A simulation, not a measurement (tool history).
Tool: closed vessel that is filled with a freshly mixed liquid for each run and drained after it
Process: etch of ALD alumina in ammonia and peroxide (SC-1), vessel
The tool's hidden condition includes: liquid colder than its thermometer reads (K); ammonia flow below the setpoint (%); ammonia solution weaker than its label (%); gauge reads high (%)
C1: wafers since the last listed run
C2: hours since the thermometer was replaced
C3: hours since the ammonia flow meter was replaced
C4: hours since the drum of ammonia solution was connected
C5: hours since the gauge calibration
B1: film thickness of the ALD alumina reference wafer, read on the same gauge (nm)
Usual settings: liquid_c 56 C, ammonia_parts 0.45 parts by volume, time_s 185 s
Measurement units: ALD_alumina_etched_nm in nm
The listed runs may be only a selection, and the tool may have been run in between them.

{"run": 1, "day": 0.0, "liquid_c": 62, "ammonia_parts": 0.45, "time_s": 185, "C1": 0, "C2": 1815.6, "C3": 412, "C4": 589.9, "C5": 182.5, "B1": 30, "ALD_alumina_etched_nm": 16.15}
{"day": 1.371, "done": "ammonia flow meter replaced"}
{"run": 2, "day": 2.204, "liquid_c": 62, "ammonia_parts": 0.45, "time_s": 185, "C1": 6304, "C2": 1868.5, "C3": 20, "C4": 642.8, "C5": 235.4, "B1": 29.99, "ALD_alumina_etched_nm": 16.23}
{"run": 3, "day": 3.721, "liquid_c": 52, "ammonia_parts": 0.45, "time_s": 240, "C1": 4421, "C2": 1904.9, "C3": 56.4, "C4": 679.2, "C5": 271.8, "B1": 29.98, "ALD_alumina_etched_nm": 12.44}
{"run": 4, "day": 6.371, "liquid_c": 52, "ammonia_parts": 0.45, "time_s": 240, "C1": 7725, "C2": 1968.5, "C3": 120, "C4": 742.8, "C5": 335.4, "B1": 29.99, "ALD_alumina_etched_nm": 12.3}
{"run": 5, "day": 7.821, "liquid_c": 56, "ammonia_parts": 0.45, "time_s": 185, "C1": 4227, "C2": 2003.3, "C3": 154.8, "C4": 777.6, "C5": 370.2, "B1": 30.02, "ALD_alumina_etched_nm": 11.73}
{"run": 6, "day": 9.538, "liquid_c": 56, "ammonia_parts": 0.45, "time_s": 185, "C1": 5004, "C2": 2044.5, "C3": 196, "C4": 818.8, "C5": 411.4, "B1": 30.02, "ALD_alumina_etched_nm": 11.71}
{"run": 7, "day": 12.146, "liquid_c": 59, "ammonia_parts": 0.4, "time_s": 185, "C1": 7604, "C2": 2107.1, "C3": 258.6, "C4": 881.4, "C5": 474, "B1": 30.01, "ALD_alumina_etched_nm": 13.42}
{"run": 8, "day": 13.396, "liquid_c": 59, "ammonia_parts": 0.4, "time_s": 185, "C1": 3644, "C2": 2137.1, "C3": 288.6, "C4": 911.4, "C5": 504, "B1": 30, "ALD_alumina_etched_nm": 13.56}
{"run": 9, "day": 14.783, "liquid_c": 56, "ammonia_parts": 0.5, "time_s": 185, "C1": 4045, "C2": 2170.4, "C3": 321.9, "C4": 944.7, "C5": 537.3, "B1": 29.99, "ALD_alumina_etched_nm": 11.85}
{"run": 10, "day": 16.454, "liquid_c": 56, "ammonia_parts": 0.45, "time_s": 245, "C1": 4871, "C2": 2210.5, "C3": 362, "C4": 984.8, "C5": 577.4, "B1": 29.98, "ALD_alumina_etched_nm": 15.46}
{"run": 11, "day": 17.883, "liquid_c": 56, "ammonia_parts": 0.45, "time_s": 185, "C1": 4166, "C2": 2244.8, "C3": 396.3, "C4": 1019.1, "C5": 611.7, "B1": 29.98, "ALD_alumina_etched_nm": 11.64}
{"run": 12, "day": 20.004, "liquid_c": 63.5, "ammonia_parts": 0.45, "time_s": 185, "C1": 6183, "C2": 2295.7, "C3": 447.2, "C4": 1070, "C5": 662.6, "B1": 30.05, "ALD_alumina_etched_nm": 17.27}
{"day": 21.621, "done": "ammonia flow meter replaced"}
{"run": 13, "day": 21.996, "liquid_c": 56, "ammonia_parts": 0.45, "time_s": 185, "C1": 5685, "C2": 2343.5, "C3": 9, "C4": 1117.8, "C5": 710.4, "B1": 30.02, "ALD_alumina_etched_nm": 11.61}
{"run": 14, "day": 24.267, "liquid_c": 56, "ammonia_parts": 0.35, "time_s": 235, "C1": 6620, "C2": 2398, "C3": 63.5, "C4": 1172.3, "C5": 764.9, "B1": 29.98, "ALD_alumina_etched_nm": 14.48}
{"run": 15, "day": 27.062, "liquid_c": 56, "ammonia_parts": 0.45, "time_s": 185, "C1": 8151, "C2": 2465.1, "C3": 130.6, "C4": 1239.4, "C5": 832, "B1": 29.97, "ALD_alumina_etched_nm": 11.52}
{"day": 28.062, "done": "new drum of ammonia solution connected"}
{"day": 30.042, "done": "thermometer replaced"}
{"run": 16, "day": 34.312, "liquid_c": 56, "ammonia_parts": 0.45, "time_s": 185, "C1": 20893, "C2": 102.5, "C3": 304.6, "C4": 150, "C5": 1006, "B1": 29.97, "ALD_alumina_etched_nm": 12.76}
{"run": 17, "day": 36.117, "liquid_c": 61, "ammonia_parts": 0.6, "time_s": 240, "C1": 5259, "C2": 145.8, "C3": 347.9, "C4": 193.3, "C5": 1049.3, "B1": 30, "ALD_alumina_etched_nm": 21.86}
{"run": 18, "day": 38.742, "liquid_c": 51.5, "ammonia_parts": 0.6, "time_s": 185, "C1": 7652, "C2": 208.8, "C3": 410.9, "C4": 256.3, "C5": 1112.3, "B1": 30.03, "ALD_alumina_etched_nm": 10.27}
{"run": 19, "day": 40.225, "liquid_c": 50, "ammonia_parts": 0.45, "time_s": 250, "C1": 4324, "C2": 244.4, "C3": 446.5, "C4": 291.9, "C5": 1147.9, "B1": 29.97, "ALD_alumina_etched_nm": 12.37}
{"day": 40.642, "done": "ammonia flow meter replaced"}
{"day": 40.792, "done": "gauge calibrated"}
{"run": 20, "day": 42.096, "liquid_c": 51, "ammonia_parts": 0.5, "time_s": 260, "C1": 5332, "C2": 289.3, "C3": 34.9, "C4": 336.8, "C5": 31.3, "B1": 29.99, "ALD_alumina_etched_nm": 13.75}
{"run": 21, "day": 43.521, "liquid_c": 56, "ammonia_parts": 0.45, "time_s": 185, "C1": 4154, "C2": 323.5, "C3": 69.1, "C4": 371, "C5": 65.5, "B1": 30.03, "ALD_alumina_etched_nm": 12.69}
{"run": 22, "day": 48.808, "liquid_c": 56, "ammonia_parts": 0.45, "time_s": 75, "C1": 15415, "C2": 450.4, "C3": 196, "C4": 497.9, "C5": 192.4, "B1": 29.97, "ALD_alumina_etched_nm": 5.06}
{"run": 23, "day": 50.9, "liquid_c": 56, "ammonia_parts": 0.45, "time_s": 110, "C1": 6098, "C2": 500.6, "C3": 246.2, "C4": 548.1, "C5": 242.6, "B1": 29.98, "ALD_alumina_etched_nm": 7.45}
{"run": 24, "day": 53.471, "liquid_c": 64, "ammonia_parts": 0.65, "time_s": 110, "C1": 7495, "C2": 562.3, "C3": 307.9, "C4": 609.8, "C5": 304.3, "B1": 30.01, "ALD_alumina_etched_nm": 11.57}
{"run": 25, "day": 55.512, "liquid_c": 53.5, "ammonia_parts": 0.55, "time_s": 185, "C1": 5952, "C2": 611.3, "C3": 356.9, "C4": 658.8, "C5": 353.3, "B1": 30.01, "ALD_alumina_etched_nm": 11.12}
{"run": 26, "day": 58.242, "liquid_c": 49, "ammonia_parts": 0.3, "time_s": 225, "C1": 7956, "C2": 676.8, "C3": 422.4, "C4": 724.3, "C5": 418.8, "B1": 29.97, "ALD_alumina_etched_nm": 9.92}

Run 27 is up next; what results do you expect?
{"run": 27, "day": 59.325, "liquid_c": 50.5, "ammonia_parts": 0.55, "time_s": 135, "C1": 3158, "C2": 702.8, "C3": 448.4, "C4": 750.3, "C5": 444.8, "B1": "?", "ALD_alumina_etched_nm": "?"}

{"run 27": {"B1": 30.03, "ALD_alumina_etched_nm": 6.86}}
If the tool had no hidden condition, the same run with the same run-to-run variation would have returned ALD_alumina_etched_nm 7.12 nm.
